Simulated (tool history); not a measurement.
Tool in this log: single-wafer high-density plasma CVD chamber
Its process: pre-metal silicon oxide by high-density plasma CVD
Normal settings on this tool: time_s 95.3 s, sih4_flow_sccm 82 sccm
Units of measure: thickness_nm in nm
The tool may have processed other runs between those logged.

run,hour,time_s,sih4_flow_sccm,"read-back reference wafer on the same gauge, thickness_nm",thickness_nm
1,0.0,88.0,74,903.498,670.410
2,18.4,88.0,74,903.797,671.057
3,53.6,95.3,70,904.420,690.073
4,89.5,95.3,70,903.803,690.029
5,124.5,95.3,77,903.771,756.844
6,155.8,95.3,82,904.035,806.385
7,190.2,95.3,82,904.157,808.748
# hour 204.6: silane flow controller replaced
8,226.1,95.3,82,903.796,756.016
9,246.2,91.5,82,904.031,729.461
10,266.8,91.5,82,903.668,731.845
11,296.6,95.3,82,904.088,761.686
# hour 312.1: gauge calibrated
12,326.9,95.3,70,904.138,652.877
13,342.2,76.4,71,903.818,532.025
14,368.1,79.0,96,904.259,739.261
15,388.2,111.7,68,904.205,747.446
16,418.9,87.8,68,904.070,587.842
17,454.7,95.3,87,903.994,809.342
18,477.2,87.7,88,903.919,759.188
19,506.9,88.6,92,903.862,798.121
20,533.4,95.3,77,904.486,722.521
21,563.5,104.5,77,904.463,789.914
22,597.3,95.3,82,904.430,765.949
23,609.8,76.4,71,903.745,534.578

3 options for the next run, each taken on its own from the tool as it stands now. Forecast them:
A,610.2,95.3,93,?,?
B,610.2,104.6,87,?,?
C,610.2,82.7,75,?,?

run,"read-back reference wafer on the same gauge, thickness_nm",thickness_nm
A,904.002,868.849
B,904.002,893.259
C,904.002,610.765
Take away the tool's hidden state, keep each run's random variation, and the runs would have read:
run,thickness_nm
A,863.444
B,887.702
C,606.965

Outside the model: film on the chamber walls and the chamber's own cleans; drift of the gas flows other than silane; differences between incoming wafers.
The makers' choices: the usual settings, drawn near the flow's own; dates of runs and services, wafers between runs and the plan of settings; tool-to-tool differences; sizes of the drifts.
